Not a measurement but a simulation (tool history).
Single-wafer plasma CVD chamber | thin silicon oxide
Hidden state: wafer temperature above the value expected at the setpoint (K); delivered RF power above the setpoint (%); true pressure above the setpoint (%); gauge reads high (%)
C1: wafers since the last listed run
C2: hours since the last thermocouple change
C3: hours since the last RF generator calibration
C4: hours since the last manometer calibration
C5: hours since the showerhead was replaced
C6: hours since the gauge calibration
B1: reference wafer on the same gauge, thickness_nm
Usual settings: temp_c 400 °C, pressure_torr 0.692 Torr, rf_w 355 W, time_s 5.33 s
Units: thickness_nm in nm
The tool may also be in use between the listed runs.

run 1 day=0 | temp_c=411 pressure_torr=0.692 rf_w=355 time_s=5.33 | C1=0 C2=2613.7 C3=1838.8 C4=2920.7 C5=2582.7 C6=74.4 | B1=8.423 | thickness_nm=8.684
run 2 day=0.579 | temp_c=411 pressure_torr=0.692 rf_w=355 time_s=5.33 | C1=709 C2=2627.6 C3=1852.7 C4=2934.6 C5=2596.6 C6=88.3 | B1=8.43 | thickness_nm=8.644
run 3 day=1.138 | temp_c=400 pressure_torr=0.692 rf_w=355 time_s=5.33 | C1=683 C2=2641 C3=1866.1 C4=2948 C5=2610 C6=101.7 | B1=8.425 | thickness_nm=8.684
run 4 day=1.671 | temp_c=393 pressure_torr=0.692 rf_w=385 time_s=5.33 | C1=653 C2=2653.8 C3=1878.9 C4=2960.8 C5=2622.8 C6=114.5 | B1=8.43 | thickness_nm=9.071
run 5 day=2.325 | temp_c=393 pressure_torr=0.692 rf_w=385 time_s=5.33 | C1=801 C2=2669.5 C3=1894.6 C4=2976.5 C5=2638.5 C6=130.2 | B1=8.425 | thickness_nm=9.118
run 6 day=3.021 | temp_c=400 pressure_torr=0.692 rf_w=355 time_s=5.85 | C1=852 C2=2686.2 C3=1911.3 C4=2993.2 C5=2655.2 C6=146.9 | B1=8.431 | thickness_nm=9.535
run 7 day=4.008 | temp_c=400 pressure_torr=0.692 rf_w=355 time_s=5.85 | C1=1209 C2=2709.9 C3=1935 C4=3016.9 C5=2678.9 C6=170.6 | B1=8.429 | thickness_nm=9.488
run 8 day=4.488 | temp_c=406 pressure_torr=0.692 rf_w=355 time_s=5.33 | C1=586 C2=2721.4 C3=1946.5 C4=3028.4 C5=2690.4 C6=182.1 | B1=8.431 | thickness_nm=8.634
-- day=4.929 RF generator calibrated
run 9 day=4.95 | temp_c=406 pressure_torr=0.692 rf_w=355 time_s=5.33 | C1=158 C2=2732.5 C3=0.5 C4=3039.5 C5=2701.5 C6=193.2 | B1=8.428 | thickness_nm=8.625
run 10 day=5.625 | temp_c=406 pressure_torr=0.692 rf_w=355 time_s=5.33 | C1=826 C2=2748.7 C3=16.7 C4=3055.7 C5=2717.7 C6=209.4 | B1=8.43 | thickness_nm=8.57
-- day=5.788 gauge calibrated
-- day=6.279 capacitance manometer re-zeroed and calibrated
run 11 day=6.3 | temp_c=400 pressure_torr=0.692 rf_w=355 time_s=5.33 | C1=418 C2=2764.9 C3=32.9 C4=0.5 C5=2733.9 C6=12.3 | B1=8.42 | thickness_nm=9.318
run 12 day=6.512 | temp_c=400 pressure_torr=0.692 rf_w=355 time_s=5.33 | C1=260 C2=2770 C3=38 C4=5.6 C5=2739 C6=17.4 | B1=8.428 | thickness_nm=9.327
run 13 day=7.104 | temp_c=400 pressure_torr=0.692 rf_w=355 time_s=5.33 | C1=724 C2=2784.2 C3=52.2 C4=19.8 C5=2753.2 C6=31.6 | B1=8.427 | thickness_nm=9.358
run 14 day=7.562 | temp_c=400 pressure_torr=0.692 rf_w=355 time_s=5.33 | C1=561 C2=2795.2 C3=63.2 C4=30.8 C5=2764.2 C6=42.6 | B1=8.428 | thickness_nm=9.351
run 15 day=8.108 | temp_c=400 pressure_torr=0.645 rf_w=355 time_s=5.33 | C1=668 C2=2808.3 C3=76.3 C4=43.9 C5=2777.3 C6=55.7 | B1=8.433 | thickness_nm=8.891
run 16 day=8.771 | temp_c=406 pressure_torr=0.692 rf_w=355 time_s=5.33 | C1=811 C2=2824.2 C3=92.2 C4=59.8 C5=2793.2 C6=71.6 | B1=8.431 | thickness_nm=9.292
-- day=9.45 thermocouple changed; heater temperature recalibrated
run 17 day=9.517 | temp_c=400 pressure_torr=0.692 rf_w=355 time_s=5.33 | C1=505 C2=1.6 C3=110.1 C4=77.7 C5=2811.1 C6=89.5 | B1=8.43 | thickness_nm=9.347
run 18 day=9.829 | temp_c=400 pressure_torr=0.692 rf_w=355 time_s=5.74 | C1=382 C2=9.1 C3=117.6 C4=85.2 C5=2818.6 C6=97 | B1=8.426 | thickness_nm=10.074
run 19 day=10.238 | temp_c=393 pressure_torr=0.692 rf_w=355 time_s=5.33 | C1=500 C2=18.9 C3=127.4 C4=95 C5=2828.4 C6=106.8 | B1=8.429 | thickness_nm=9.387
run 20 day=10.517 | temp_c=400 pressure_torr=0.692 rf_w=355 time_s=5.33 | C1=341 C2=25.6 C3=134.1 C4=101.7 C5=2835.1 C6=113.5 | B1=8.433 | thickness_nm=9.347
run 21 day=11.646 | temp_c=400 pressure_torr=0.692 rf_w=355 time_s=5.33 | C1=1382 C2=52.7 C3=161.2 C4=128.8 C5=2862.2 C6=140.6 | B1=8.429 | thickness_nm=9.386
run 22 day=12.046 | temp_c=400 pressure_torr=0.692 rf_w=355 time_s=5.33 | C1=489 C2=62.3 C3=170.8 C4=138.4 C5=2871.8 C6=150.2 | B1=8.429 | thickness_nm=9.355
run 23 day=12.583 | temp_c=415 pressure_torr=0.692 rf_w=335 time_s=5.33 | C1=658 C2=75.2 C3=183.7 C4=151.3 C5=2884.7 C6=163.1 | B1=8.431 | thickness_nm=8.938
-- day=13.017 showerhead replaced
run 24 day=13.038 | temp_c=391 pressure_torr=0.692 rf_w=355 time_s=6.27 | C1=147 C2=86.1 C3=194.6 C4=162.2 C5=0.5 C6=174 | B1=8.428 | thickness_nm=11.052
run 25 day=13.625 | temp_c=390 pressure_torr=0.588 rf_w=290 time_s=4.86 | C1=719 C2=100.2 C3=208.7 C4=176.3 C5=14.6 C6=188.1 | B1=8.427 | thickness_nm=6.749
run 26 day=14.533 | temp_c=390 pressure_torr=0.613 rf_w=310 time_s=5.98 | C1=1112 C2=122 C3=230.5 C4=198.1 C5=36.4 C6=209.9 | B1=8.427 | thickness_nm=8.952
-- day=14.792 gauge calibrated
run 27 day=14.975 | temp_c=395 pressure_torr=0.692 rf_w=355 time_s=6.18 | C1=540 C2=132.6 C3=241.1 C4=208.7 C5=47 C6=4.4 | B1=8.424 | thickness_nm=10.873
run 28 day=15.55 | temp_c=400 pressure_torr=0.806 rf_w=285 time_s=6.22 | C1=704 C2=146.4 C3=254.9 C4=222.5 C5=60.8 C6=18.2 | B1=8.426 | thickness_nm=10.572
run 29 day=16.179 | temp_c=385 pressure_torr=0.692 rf_w=355 time_s=5.84 | C1=770 C2=161.5 C3=270 C4=237.6 C5=75.9 C6=33.3 | B1=8.43 | thickness_nm=10.355
run 30 day=16.604 | temp_c=409 pressure_torr=0.848 rf_w=355 time_s=5.33 | C1=520 C2=171.7 C3=280.2 C4=247.8 C5=86.1 C6=43.5 | B1=8.424 | thickness_nm=10.678

How the hidden state differs across the entries between the runs, from the last listed run before each to the first after it:
Between runs 8 and 9: RF generator calibrated (day 4.929)
  true pressure above the setpoint (%): -10.5 -> -10.6
  measured less the result without the state, thickness_nm: -0.702 -> -0.707 nm
Between runs 10 and 11: gauge calibrated (day 5.788); capacitance manometer re-zeroed and calibrated (day 6.279)
  true pressure above the setpoint (%): -10.7 -> -0.196
  measured less the result without the state, thickness_nm: -0.71 -> -0.013 nm
Between runs 16 and 17: thermocouple changed; heater temperature recalibrated (day 9.45)
  true pressure above the setpoint (%): -0.2 -> -0.203
  measured less the result without the state, thickness_nm: -0.012 -> -0.013 nm
Between runs 23 and 24: showerhead replaced (day 13.017)
  true pressure above the setpoint (%): -0.221 -> -0.225
  measured less the result without the state, thickness_nm: -0.014 -> -0.017 nm
Between runs 26 and 27: gauge calibrated (day 14.792)
  true pressure above the setpoint (%): -0.239 -> -0.244
  measured less the result without the state, thickness_nm: -0.016 -> -0.018 nm
